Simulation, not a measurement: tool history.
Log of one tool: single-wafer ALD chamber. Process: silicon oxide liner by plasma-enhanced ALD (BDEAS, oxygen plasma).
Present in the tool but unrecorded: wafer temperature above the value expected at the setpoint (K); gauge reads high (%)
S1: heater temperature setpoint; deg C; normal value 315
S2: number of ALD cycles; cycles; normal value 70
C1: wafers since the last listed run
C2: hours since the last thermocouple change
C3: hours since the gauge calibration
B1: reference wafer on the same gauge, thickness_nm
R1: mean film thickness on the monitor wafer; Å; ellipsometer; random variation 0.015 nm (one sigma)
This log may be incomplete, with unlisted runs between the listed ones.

run	hour	S1	S2	C1	C2	C3	B1	R1
1	0	315	70	0	781.4	1997.5	6.802	59.15
2	45.5	315	70	312	826.9	2043	6.801	59.06
3	149.5	315	70	714	930.9	2147	6.801	59.01
4	194.3	323	65	307	975.7	2191.8	6.801	53.82
5	266.2	323	65	494	1047.6	2263.7	6.798	54.09
6	366.2	315	70	687	1147.6	2363.7	6.799	59.03
7	468.6	315	80	703	1250	2466.1	6.8	67.14
8	563.7	315	80	653	1345.1	2561.2	6.804	66.98
9	619.2	315	80	381	1400.6	2616.7	6.8	67.42
10	718.9	315	78	685	1500.3	2716.4	6.795	65.67
11	806	315	78	598	1587.4	2803.5	6.798	65.48
12	995.5	315	70	1302	1776.9	2993	6.797	58.54
# hour 1045.2: thermocouple changed; heater temperature recalibrated
13	1074.6	315	70	488	29.4	3072.1	6.801	59.13
14	1148.2	315	70	505	103	3145.7	6.8	59.59
15	1255.6	315	70	738	210.4	3253.1	6.804	59.32
16	1340.2	315	70	581	295	3337.7	6.801	59.49
17	1430.9	309	70	623	385.7	3428.4	6.799	59.79
# hour 1710.7: gauge calibrated
18	1742.8	309	70	2144	697.6	32.1	6.798	59.81
19	1849.6	309	70	734	804.4	138.9	6.802	59.5
20	1909.5	315	70	411	864.3	198.8	6.802	58.97
21	1960.7	311	70	351	915.5	250	6.798	59.52
22	1997.3	311	70	251	952.1	286.6	6.798	59.42
23	2047.9	328	70	347	1002.7	337.2	6.802	57.59
24	2092.8	315	70	308	1047.6	382.1	6.799	58.87
25	2180	315	62	599	1134.8	469.3	6.797	52.14
26	2244	315	70	439	1198.8	533.3	6.798	59.16
27	2340.7	323	70	664	1295.5	630	6.803	57.99
28	2387	315	70	318	1341.8	676.3	6.803	58.86
29	2463.9	315	65	528	1418.7	753.2	6.798	54.54
30	2536	322	63	495	1490.8	825.3	6.8	52.25
31	2641.8	315	80	727	1596.6	931.1	6.798	67.03
32	2693.2	315	82	353	1648	982.5	6.803	68.65
33	2732.2	315	70	268	1687	1021.5	6.797	58.66
34	2790.6	326	66	401	1745.4	1079.9	6.803	54.29
35	2843.7	315	70	365	1798.5	1133	6.798	58.74
36	2903.7	306	62	412	1858.5	1193	6.796	52.4
# hour 2941.1: thermocouple changed; heater temperature recalibrated
37	2984	300	77	496	42.9	1273.3	6.795	67.38
38	3076.5	320	78	635	135.4	1365.8	6.799	65.38
39	3135.3	323	57	404	194.2	1424.6	6.798	47.72
40	3229.3	315	74	646	288.2	1518.6	6.797	62.65
41	3291.6	305	63	428	350.5	1580.9	6.795	54.06
42	3369	302	76	532	427.9	1658.3	6.8	65.78
43	3419.9	303	56	349	478.8	1709.2	6.804	48.19
44	3464.5	323	80	306	523.4	1753.8	6.8	66.83

Each row is a separate what-if for the run after 44, all from the same tool condition, not one after another. Results?
A	3465	300	70	3	523.9	1754.3	?	?
B	3465	308	70	3	523.9	1754.3	?	?
C	3465	315	81	3	523.9	1754.3	?	?
D	3465	319	60	3	523.9	1754.3	?	?

run	B1	R1
A	6.801	60.37
B	6.801	59.53
C	6.801	68.1
D	6.801	50.12
Stripped of hidden state, with their random variation kept, the same runs would have yielded:
run	R1
A	60.71
B	59.66
C	68.26
D	50.23
